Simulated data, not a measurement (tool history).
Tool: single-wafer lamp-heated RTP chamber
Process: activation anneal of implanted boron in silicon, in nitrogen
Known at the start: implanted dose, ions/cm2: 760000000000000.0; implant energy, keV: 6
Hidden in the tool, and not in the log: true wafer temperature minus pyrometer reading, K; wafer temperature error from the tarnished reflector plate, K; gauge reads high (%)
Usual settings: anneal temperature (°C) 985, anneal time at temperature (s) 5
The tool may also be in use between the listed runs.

run   hour  anneal temperature (°C)  anneal time at temperature (s)  wafers since the last listed run  wafers since the last pyrometer calibration  wafers since the reflector plate was cleaned  hours since the gauge calibration  read-back reference wafer on the same gauge, sheet resistance  sheet resistance of the implanted and annealed layer (ohm/square)
  1      0                      985                               5                                 0                                          977                                          5205                                142                                                         208.82                                                             198.26
  2   16.9                      985                               5                               450                                         1428                                          5655                              158.9                                                         208.69                                                             199.32
  3   62.6                      967                               6                              1219                                         2647                                          6875                              204.6                                                          209.2                                                             219.23
  4   99.8                      967                               6                               992                                         3640                                          7867                              241.8                                                         209.16                                                             217.19
  5  112.9                      985                               5                               349                                         3989                                          8217                              254.9                                                            209                                                             197.12
  6    129                      985                               5                               429                                         4419                                          8647                                271                                                         209.16                                                             197.53
  7  141.7                      985                               5                               338                                         4758                                          8985                              283.7                                                         208.75                                                             197.73
  8  159.4                      985                               5                               472                                         5230                                          9458                              301.4                                                         209.29                                                             197.38
     171.7  -- pyrometer window cleaned and pyrometer calibrated
     177.2  -- reflector plate cleaned
  9  177.7                      985                               5                               128                                           13                                            13                              319.7                                                          208.8                                                             192.49
 10    182                      985                               5                               114                                          127                                           127                                324                                                         208.99                                                             193.67
 11  194.2                      965                               5                               325                                          453                                           453                              336.2                                                         209.59                                                             212.63
 12  206.4                      965                               5                               325                                          778                                           778                              348.4                                                         209.52                                                             212.19
 13  221.6                      971                               5                               405                                         1184                                          1184                              363.6                                                            209                                                             205.55
     243.2  -- reflector plate cleaned, repeated, since the last time left the tool worse
 14  243.7                      999                               6                               376                                         1560                                            13                              385.7                                                         209.03                                                             188.18
     246.5  -- gauge calibrated
 15    284                      957                               7                              1075                                         2635                                          1088                               37.5                                                         209.12                                                             240.49
 16    295                      985                               5                               293                                         2929                                          1381                               48.5                                                         209.05                                                             202.91
 17  312.4                      961                               5                               464                                         3393                                          1846                               65.9                                                         209.43                                                             236.07
 18  327.8                      963                               3                               410                                         3804                                          2257                               81.3                                                         208.83                                                              238.8
 19  339.6                     1011                               7                               314                                         4119                                          2571                               93.1                                                         208.41                                                             181.76
 20  356.5                      971                               3                               450                                         4570                                          3022                                110                                                         208.93                                                             223.89
 21  363.7                      972                               3                               192                                         4762                                          3214                              117.2                                                         208.73                                                             219.01
 22  376.7                      964                               3                               346                                         5109                                          3561                              130.2                                                         208.87                                                             232.87
 23  385.9                      968                               3                               245                                         5354                                          3807                              139.4                                                          208.7                                                             225.42
     397.7  -- pyrometer window cleaned and pyrometer calibrated
 24  400.5                     1000                               5                               176                                           75                                          3983                                154                                                         208.71                                                             189.29
 25  417.4                      965                               5                               450                                          526                                          4434                              170.9                                                         209.46                                                             226.96
 26  434.6                      993                               4                               458                                          984                                          4893                              188.1                                                         209.05                                                              194.3
 27  445.1                      985                               5                               280                                         1265                                          5173                              198.6                                                         208.79                                                             199.28

Some steps in sheet resistance of the implanted and annealed layer (ohm/square) between neighbouring runs. How much of each would the tool show without its hidden state too (settings, what came in, random variation), and how much is left for the hidden state, with any gauge scatter that isn't in both results?
Run 10 -> 11: anneal temperature (°C) 985 -> 965. sheet resistance of the implanted and annealed layer (ohm/square) +18.96: hidden state -7.9, all else +26.86.
Run 13 -> 14: anneal temperature (°C) 971 -> 999, anneal time at temperature (s) 5 -> 6, reflector plate cleaned, repeated, since the last time left the tool worse. sheet resistance of the implanted and annealed layer (ohm/square) -17.37: hidden state +13.42, all else -30.79.
Run 14 -> 15: anneal temperature (°C) 999 -> 957, anneal time at temperature (s) 6 -> 7, gauge calibrated. sheet resistance of the implanted and annealed layer (ohm/square) +52.31: hidden state -0.64, all else +52.95.
Run 18 -> 19: anneal temperature (°C) 963 -> 1011, anneal time at temperature (s) 3 -> 7. sheet resistance of the implanted and annealed layer (ohm/square) -57.04: hidden state +0.82, all else -57.86.

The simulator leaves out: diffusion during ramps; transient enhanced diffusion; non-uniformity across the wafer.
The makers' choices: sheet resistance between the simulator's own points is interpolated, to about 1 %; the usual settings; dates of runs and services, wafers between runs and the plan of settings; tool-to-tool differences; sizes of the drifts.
